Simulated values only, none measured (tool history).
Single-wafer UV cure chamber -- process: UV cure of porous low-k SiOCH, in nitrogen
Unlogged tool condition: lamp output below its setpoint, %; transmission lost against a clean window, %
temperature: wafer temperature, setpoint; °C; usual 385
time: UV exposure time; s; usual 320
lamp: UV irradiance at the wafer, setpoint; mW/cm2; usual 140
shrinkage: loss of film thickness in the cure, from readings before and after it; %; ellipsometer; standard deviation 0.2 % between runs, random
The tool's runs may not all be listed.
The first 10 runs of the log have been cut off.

run,day,temperature,time,lamp,wafers since the last listed run,hours since the UV bulbs were replaced,wafers since the quartz window was cleaned,shrinkage
11,21.196,385,320,140,339,1489.8,3596,14.794
# day 22.917: quartz window cleaned
12,23.508,385,320,140,262,1545.3,78,14.802
13,26.212,385,320,140,359,1610.2,437,14.956
14,29.054,385,170,140,377,1678.4,814,11.496
15,31.683,385,170,140,349,1741.5,1163,11.636
16,33.058,385,320,140,182,1774.5,1346,14.920
17,42.054,385,320,140,1194,1990.4,2540,14.835
18,48.612,385,320,140,870,2147.8,3411,14.596
19,50.088,398,480,125,195,2183.2,3607,16.482
20,51.829,385,210,140,231,2225.0,3838,12.061
# day 52.858: quartz window cleaned
21,53.938,394,420,101,235,2275.6,143,14.437
22,55.350,372,490,140,187,2309.5,330,16.370
23,57.842,365,130,118,330,2369.3,661,8.585
24,59.038,377,410,103,158,2398.0,820,13.798
# day 60.012: UV bulbs replaced
25,61.938,385,320,140,340,46.2,1161,15.889
26,63.521,393,195,104,210,84.2,1371,11.993
27,65.742,385,320,140,294,137.5,1666,15.749
28,67.746,404,415,140,266,185.6,1932,17.800
29,73.221,385,320,140,726,317.0,2659,15.874
30,75.383,385,240,140,287,368.9,2946,13.979
31,76.508,385,240,140,149,395.9,3095,14.373
32,78.692,397,200,153,289,448.3,3385,13.884
33,80.512,394,320,140,241,492.0,3627,15.875
# day 81.542: quartz window cleaned
34,81.892,374,485,153,138,525.1,46,17.968

Forecast each of these 4 alternatives for the next run:
A,81.912,385,320,140,2,525.6,49,?
B,81.912,368,210,140,2,525.6,49,?
C,81.912,395,505,140,2,525.6,49,?
D,81.912,368,320,119,2,525.6,49,?

run,shrinkage
A,15.700
B,13.169
C,18.331
D,14.489
Take away the tool's hidden state, keep each run's random variation, and the runs would have read:
run,shrinkage
A,16.041
B,13.497
C,18.678
D,14.824
